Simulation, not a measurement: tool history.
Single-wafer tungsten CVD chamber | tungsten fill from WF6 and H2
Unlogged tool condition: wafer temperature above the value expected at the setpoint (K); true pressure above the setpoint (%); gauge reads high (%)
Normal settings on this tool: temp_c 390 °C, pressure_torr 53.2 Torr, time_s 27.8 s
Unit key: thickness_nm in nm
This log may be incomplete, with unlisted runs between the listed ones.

run,hour,temp_c,pressure_torr,time_s,wafers since the last listed run,hours since the last thermocouple change,hours since the last manometer calibration,hours since the showerhead was replaced,hours since the gauge calibration,"read-back reference wafer on the same gauge, thickness_nm",thickness_nm
1,0.0,390,53.2,27.8,0,2276.5,1563.6,2726.0,730.3,72.111,83.647
2,47.3,390,53.2,27.8,999,2323.8,1610.9,2773.3,777.6,72.150,83.581
3,103.7,390,53.2,27.8,1192,2380.2,1667.3,2829.7,834.0,72.150,83.558
4,169.0,395,44.6,27.8,1380,2445.5,1732.6,2895.0,899.3,72.098,84.587
5,195.2,395,44.6,27.8,553,2471.7,1758.8,2921.2,925.5,72.105,84.551
6,240.9,390,53.2,27.8,966,2517.4,1804.5,2966.9,971.2,72.051,83.353
7,305.3,396,53.2,25.6,1361,2581.8,1868.9,3031.3,1035.6,72.102,87.434
8,334.9,390,43.7,27.8,625,2611.4,1898.5,3060.9,1065.2,72.134,74.241
9,369.3,390,53.2,29.8,727,2645.8,1932.9,3095.3,1099.6,72.050,89.290
10,407.8,390,53.2,27.8,813,2684.3,1971.4,3133.8,1138.1,72.090,82.993
# hour 448.0: gauge calibrated
11,453.4,390,65.3,22.3,963,2729.9,2017.0,3179.4,5.4,72.079,73.813
12,511.1,397,42.9,31.5,1219,2787.6,2074.7,3237.1,63.1,72.101,96.952
13,571.1,390,53.2,27.8,1268,2847.6,2134.7,3297.1,123.1,72.034,82.415
# hour 604.8: thermocouple changed; heater temperature recalibrated
# hour 609.8: showerhead replaced, of another model than before
14,622.0,390,44.8,32.7,800,17.2,2185.6,12.2,174.0,72.099,86.738
# hour 664.8: capacitance manometer re-zeroed and calibrated
15,684.3,390,53.2,27.8,1147,79.5,19.5,74.5,236.3,72.137,87.182
16,749.6,399,65.0,29.9,1380,144.8,84.8,139.8,301.6,72.042,133.175
17,806.4,390,47.5,27.8,1200,201.6,141.6,196.6,358.4,72.074,78.617
18,838.6,385,53.2,24.6,680,233.8,173.8,228.8,390.6,72.051,69.318
19,885.7,390,53.2,27.8,995,280.9,220.9,275.9,437.7,72.029,87.580
20,945.1,390,53.2,27.8,1255,340.3,280.3,335.3,497.1,72.126,87.668
21,993.7,378,53.2,27.8,1027,388.9,328.9,383.9,545.7,72.083,66.171

Consider 4 possible next runs. They are alternatives, not a sequence: every one starts from the tool as it was left by run 21. What does each give?
A,994.1,397,53.2,27.8,8,389.3,329.3,384.3,546.1,?,?
B,994.1,379,53.2,27.8,8,389.3,329.3,384.3,546.1,?,?
C,994.1,390,57.2,25.5,8,389.3,329.3,384.3,546.1,?,?
D,994.1,383,53.2,25.8,8,389.3,329.3,384.3,546.1,?,?

run,"read-back reference wafer on the same gauge, thickness_nm",thickness_nm
A,72.069,100.986
B,72.069,67.673
C,72.069,84.622
D,72.069,68.862
Without the tool's hidden state the same runs would have given:
run,thickness_nm
A,100.293
B,67.161
C,84.027
D,68.355
